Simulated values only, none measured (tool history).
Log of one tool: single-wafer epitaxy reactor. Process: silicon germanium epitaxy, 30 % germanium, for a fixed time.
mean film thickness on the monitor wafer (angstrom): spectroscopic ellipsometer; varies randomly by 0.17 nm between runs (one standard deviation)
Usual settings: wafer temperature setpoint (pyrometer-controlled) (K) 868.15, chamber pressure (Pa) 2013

| run | hour | wafer temperature setpoint (pyrometer-controlled) (K) | chamber pressure (Pa) | read-back reference wafer on the same gauge, thickness_nm | mean film thickness on the monitor wafer (angstrom) |
|---|---|---|---|---|---|
| 1 | 0.0 | 868.15 | 2160 | 53.064 | 560.65 |
| 2 | 54.0 | 868.15 | 2160 | 53.074 | 561.01 |
| 3 | 89.8 | 868.15 | 2013 | 53.092 | 546.30 |
| 4 | 124.9 | 868.15 | 1800 | 53.053 | 519.94 |
| 5 | 194.7 | 868.15 | 1800 | 53.095 | 520.94 |
| 6 | 259.2 | 868.15 | 2013 | 53.094 | 545.80 |
|  | 308.4 | showerhead replaced |
| 7 | 308.9 | 868.15 | 2013 | 53.047 | 543.76 |
|  | 317.8 | gauge calibrated |
|  | 329.4 | capacitance manometer re-zeroed and calibrated |
| 8 | 346.4 | 875.15 | 2013 | 53.112 | 611.95 |
| 9 | 408.5 | 853.15 | 2226 | 53.110 | 445.57 |
|  | 425.9 | pyrometer calibrated |
| 10 | 465.0 | 856.15 | 1720 | 53.074 | 417.16 |
| 11 | 495.5 | 878.15 | 1640 | 53.120 | 581.15 |
| 12 | 550.1 | 868.15 | 2013 | 53.092 | 545.77 |
| 13 | 600.9 | 875.15 | 1520 | 53.114 | 539.65 |
| 14 | 643.1 | 878.15 | 1640 | 53.158 | 584.55 |

Each row is a separate what-if for the run after 14, all from the same tool condition, not one after another. Results?
| A | 643.5 | 868.15 | 2013 | ? | ? |
| B | 643.5 | 880.15 | 2013 | ? | ? |
| C | 643.5 | 879.15 | 2173 | ? | ? |
| D | 643.5 | 868.15 | 2186 | ? | ? |

| run | read-back reference wafer on the same gauge, thickness_nm | mean film thickness on the monitor wafer (angstrom) |
|---|---|---|
| A | 53.096 | 543.90 |
| B | 53.096 | 659.59 |
| C | 53.096 | 671.96 |
| D | 53.096 | 564.53 |
The same runs, with their run-to-run variation unchanged, on a tool lacking any hidden condition would have given:
| run | mean film thickness on the monitor wafer (angstrom) |
|---|---|
| A | 543.90 |
| B | 659.59 |
| C | 671.96 |
| D | 564.53 |
